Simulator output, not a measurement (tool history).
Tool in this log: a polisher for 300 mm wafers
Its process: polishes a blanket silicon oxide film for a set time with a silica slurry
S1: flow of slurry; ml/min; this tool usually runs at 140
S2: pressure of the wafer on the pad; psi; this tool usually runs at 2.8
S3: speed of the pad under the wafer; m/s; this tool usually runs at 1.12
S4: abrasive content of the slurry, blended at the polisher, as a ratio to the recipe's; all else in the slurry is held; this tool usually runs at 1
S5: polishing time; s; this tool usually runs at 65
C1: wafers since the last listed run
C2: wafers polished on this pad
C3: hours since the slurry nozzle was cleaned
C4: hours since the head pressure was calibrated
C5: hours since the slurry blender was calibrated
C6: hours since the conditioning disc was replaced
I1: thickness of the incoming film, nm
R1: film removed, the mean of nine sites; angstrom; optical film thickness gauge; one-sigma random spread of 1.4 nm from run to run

run	hour	S1	S2	S3	S4	S5	C1	C2	C3	C4	C5	C6	I1	R1
1	0	140	2.8	1.12	1	65	0	1637	379.6	745.3	10.3	25.8	1648.8	1374
# hour 5.8: worn pad replaced by a new one
2	64.1	140	2.8	1.12	1	65	841	815	443.7	809.4	74.4	89.9	1655.7	1419
3	94.6	140	2.8	1.12	1	65	426	1242	474.2	839.9	104.9	120.4	1629.9	1363
# hour 128: worn pad replaced by a new one
4	135.5	140	2.8	1.12	1	65	516	104	515.1	880.8	145.8	161.3	1684.4	1514
5	169.4	140	2.8	1.12	1	65	474	579	549	914.7	179.7	195.2	1621.8	1444
6	224.6	140	2.8	1.12	1	65	772	1351	604.2	969.9	234.9	250.4	1636.6	1356
# hour 240.8: slurry blender recalibrated
# hour 260.8: worn pad replaced by a new one
# hour 267.9: conditioning disc replaced and pad reconditioned
7	273.3	140	2.8	1.12	1	65	569	146	652.9	1018.6	32.5	5.4	1657.6	1477
# hour 310: head pressure recalibrated
8	311.5	140	2.8	1.12	1	65	506	652	691.1	1.5	70.7	43.6	1662.4	1420
9	349	125	2.8	1.38	1	79	524	1177	728.6	39	108.2	81.1	1684.1	1871
10	393.1	165	2.8	1.44	1	46	617	1794	772.7	83.1	152.3	125.2	1691.5	1138
# hour 400: worn pad replaced by a new one
11	428.5	140	2.8	1.12	1	65	439	399	808.1	118.5	187.7	160.6	1667.7	1451
# hour 446.4: slurry nozzle cleaned
12	487.9	105	2.8	1.36	1	65	817	1216	41.5	177.9	247.1	220	1642.1	1618
# hour 514.1: slurry blender recalibrated
13	525.4	140	2.8	0.74	1	65	496	1713	79	215.4	11.3	257.5	1660	1071
# hour 532.8: worn pad replaced by a new one
# hour 558.5: conditioning disc replaced and pad reconditioned
14	571.6	140	2.8	1.12	1	65	562	514	125.2	261.6	57.5	13.1	1644.5	1558
15	596.6	110	2.8	1.12	1	85	349	864	150.2	286.6	82.5	38.1	1665.7	1876

Run 16 is up next; what results do you expect?
# hour 661.2: worn pad replaced by a new one
16	661.7	105	2	0.74	1	65	855	6	215.3	351.7	147.6	103.2	1662.3	?

{"run 16": {"R1": 900}}
Had the tool carried no hidden state, the very same run would have given R1 967 angstrom.
